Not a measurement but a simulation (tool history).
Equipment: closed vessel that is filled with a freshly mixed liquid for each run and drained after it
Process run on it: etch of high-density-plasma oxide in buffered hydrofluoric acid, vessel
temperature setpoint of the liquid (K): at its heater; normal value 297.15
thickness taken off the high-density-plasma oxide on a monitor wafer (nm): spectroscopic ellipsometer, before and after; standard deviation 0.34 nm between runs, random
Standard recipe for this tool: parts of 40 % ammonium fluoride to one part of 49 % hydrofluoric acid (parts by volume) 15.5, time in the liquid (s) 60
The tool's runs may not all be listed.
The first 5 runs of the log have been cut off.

run,day,temperature setpoint of the liquid (K),parts of 40 % ammonium fluoride to one part of 49 % hydrofluoric acid (parts by volume),time in the liquid (s),wafers since the last listed run,hours since the thermometer was replaced,hours since the hydrofluoric acid flow meter was replaced,hours since the gauge calibration,"read-back film thickness of the high-density-plasma oxide reference wafer, read on the same gauge (nm)",thickness taken off the high-density-plasma oxide on a monitor wafer (nm)
6,13.417,297.15,15.5,60,11594,1438.9,489.9,1965.5,29.99,60.6
# day 17.15: hydrofluoric acid flow meter replaced
7,17.171,297.15,15.5,60,11620,1529,0.5,2055.6,30.02,60.66
8,20.396,294.65,15.5,60,10094,1606.4,77.9,2133,29.99,52.62
9,22.754,294.65,15.5,60,7382,1663,134.5,2189.6,30,52.84
10,25.912,294.65,15.5,60,9886,1738.8,210.3,2265.4,29.98,53.05
11,28.054,297.15,12.5,60,6703,1790.2,261.7,2316.8,29.99,74.21
12,32.333,297.15,15.5,60,13394,1892.9,364.4,2419.5,30.01,59.82
13,36.029,297.15,15.5,60,11568,1981.6,453.1,2508.2,29.99,60.03
14,37.783,297.15,21,50,5490,2023.7,495.2,2550.3,30.02,37.56
15,40.638,299.65,13.5,70,8934,2092.2,563.7,2618.8,30,91.31
# day 42.05: hydrofluoric acid flow meter replaced
# day 45.5: thermometer replaced
16,50.046,295.65,11.5,60,29189,109.1,191.9,2844.6,30,70.95
# day 53.654: gauge calibrated
17,54.017,297.15,15.5,60,12429,204.4,287.2,8.7,29.99,57.64
18,56.462,292.65,12,90,7655,263.1,345.9,67.4,29.97,85.59
# day 59.021: thermometer replaced, repeated, since the last time left the tool worse
19,60.421,294.15,19,85,12259,33.6,440.9,162.4,29.99,61.55
20,62.55,297.15,15.5,85,6664,84.7,492,213.5,29.99,88.36
21,65.192,300.15,15.5,95,8268,148.1,555.4,276.9,29.97,116.03
# day 65.946: hydrofluoric acid flow meter replaced
22,68.392,300.15,20,30,9886,224.9,58.7,353.7,30,28.51
23,70.208,295.15,15.5,30,5686,268.5,102.3,397.3,30.01,27.76

Run 24 is up next; what results do you expect?
24,72.733,299.15,10,60,7903,329.1,162.9,457.9,?,?

read-back film thickness of the high-density-plasma oxide reference wafer, read on the same gauge (nm): 30.02
thickness taken off the high-density-plasma oxide on a monitor wafer (nm): 105.65
If the tool had no hidden condition, the same run with the same run-to-run variation would have returned thickness taken off the high-density-plasma oxide on a monitor wafer (nm) 107.19.

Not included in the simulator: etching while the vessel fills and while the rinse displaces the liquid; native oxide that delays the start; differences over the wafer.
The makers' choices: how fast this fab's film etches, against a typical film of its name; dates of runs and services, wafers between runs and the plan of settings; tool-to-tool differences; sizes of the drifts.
